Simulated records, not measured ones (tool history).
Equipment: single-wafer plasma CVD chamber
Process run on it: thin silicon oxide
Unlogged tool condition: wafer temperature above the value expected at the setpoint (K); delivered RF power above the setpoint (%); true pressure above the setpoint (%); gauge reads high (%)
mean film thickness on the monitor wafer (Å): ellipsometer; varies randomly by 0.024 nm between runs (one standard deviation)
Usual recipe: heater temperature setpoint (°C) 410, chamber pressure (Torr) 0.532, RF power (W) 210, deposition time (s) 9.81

run	hour	heater temperature setpoint (°C)	chamber pressure (Torr)	RF power (W)	deposition time (s)	wafers since the last listed run	hours since the last thermocouple change	hours since the last RF generator calibration	hours since the last manometer calibration	hours since the showerhead was replaced	hours since the gauge calibration	read-back reference wafer on the same gauge, thickness_nm	mean film thickness on the monitor wafer (Å)
1	0	410	0.532	210	9.81	0	2664.9	572.7	1787	3581.5	281.9	8.697	97.11
2	54	410	0.532	220	11.32	1457	2718.9	626.7	1841	3635.5	335.9	8.701	114.56
# hour 96.8: thermocouple changed; heater temperature recalibrated
3	116.5	410	0.532	210	9.81	1470	19.7	689.2	1903.5	3698	398.4	8.704	96.83
# hour 152.9: capacitance manometer re-zeroed and calibrated
4	177.9	410	0.532	210	9.81	1441	81.1	750.6	25	3759.4	459.8	8.699	99.7
# hour 190.6: showerhead replaced
5	242.3	420	0.532	210	8.68	1522	145.5	815	89.4	51.7	524.2	8.699	87.13
6	293.3	420	0.532	210	8.68	1376	196.5	866	140.4	102.7	575.2	8.702	87.27
7	356.6	420	0.532	210	8.68	1708	259.8	929.3	203.7	166	638.5	8.698	86.87
8	394.5	410	0.532	210	9.81	1022	297.7	967.2	241.6	203.9	676.4	8.701	98.55
9	434.2	410	0.504	185	9.81	1071	337.4	1006.9	281.3	243.6	716.1	8.705	85.58
10	485.2	410	0.64	230	9.81	1376	388.4	1057.9	332.3	294.6	767.1	8.701	124.64
# hour 512.1: RF generator calibrated
11	516.8	410	0.413	225	9.81	636	420	4.7	363.9	326.2	798.7	8.696	80.5
12	559.5	410	0.592	190	9.81	1152	462.7	47.4	406.6	368.9	841.4	8.703	104.46
13	609	410	0.532	210	9.81	1335	512.2	96.9	456.1	418.4	890.9	8.703	99.39
14	651.2	410	0.532	210	9.81	1138	554.4	139.1	498.3	460.6	933.1	8.701	98.85
15	714.3	410	0.407	245	9.81	1702	617.5	202.2	561.4	523.7	996.2	8.703	82
16	830.6	420	0.532	210	8.68	3138	733.8	318.5	677.7	640	1112.5	8.701	86.03
17	872.8	423	0.532	235	9.81	1138	776	360.7	719.9	682.2	1154.7	8.701	104.02
18	901.6	410	0.532	210	8.5	777	804.8	389.5	748.7	711	1183.5	8.699	84.61
# hour 928.5: gauge calibrated
19	945.8	421	0.401	180	10.74	1192	849	433.7	792.9	755.2	17.3	8.697	71.7
20	988.4	410	0.532	230	9.81	1149	891.6	476.3	835.5	797.8	59.9	8.695	102.95
21	1017.1	410	0.568	210	10.66	774	920.3	505	864.2	826.5	88.6	8.701	113.31
22	1134.1	410	0.435	210	10.72	3157	1037.3	622	981.2	943.5	205.6	8.7	86.24
23	1181.9	410	0.448	245	8.33	1289	1085.1	669.8	1029	991.3	253.4	8.701	76.2
24	1239.9	410	0.407	210	10.6	1565	1143.1	727.8	1087	1049.3	311.4	8.697	79.21
25	1310.9	410	0.532	170	9.81	1916	1214.1	798.8	1158	1120.3	382.4	8.702	83.76
26	1354	398	0.405	250	9.81	1163	1257.2	841.9	1201.1	1163.4	425.5	8.702	81.68
27	1399.2	410	0.532	210	9.81	1219	1302.4	887.1	1246.3	1208.6	470.7	8.701	96.72
28	1429.7	410	0.446	210	11.44	823	1332.9	917.6	1276.8	1239.1	501.2	8.699	93.88
29	1461.7	410	0.532	210	10.76	863	1364.9	949.6	1308.8	1271.1	533.2	8.71	105.94

3 ways to go on from here, each from the tool as it stands after run 29. What would each give?
A	1462.1	410	0.532	180	9.81	10	1365.3	950	1309.2	1271.5	533.6	?	?
B	1462.1	410	0.532	225	10.65	10	1365.3	950	1309.2	1271.5	533.6	?	?
C	1462.1	410	0.532	245	8.43	10	1365.3	950	1309.2	1271.5	533.6	?	?

run	read-back reference wafer on the same gauge, thickness_nm	mean film thickness on the monitor wafer (Å)
A	8.702	87.38
B	8.702	109.47
C	8.702	91.02
Without the tool's hidden state the same runs would have given:
run	mean film thickness on the monitor wafer (Å)
A	92.7
B	115.73
C	96.19
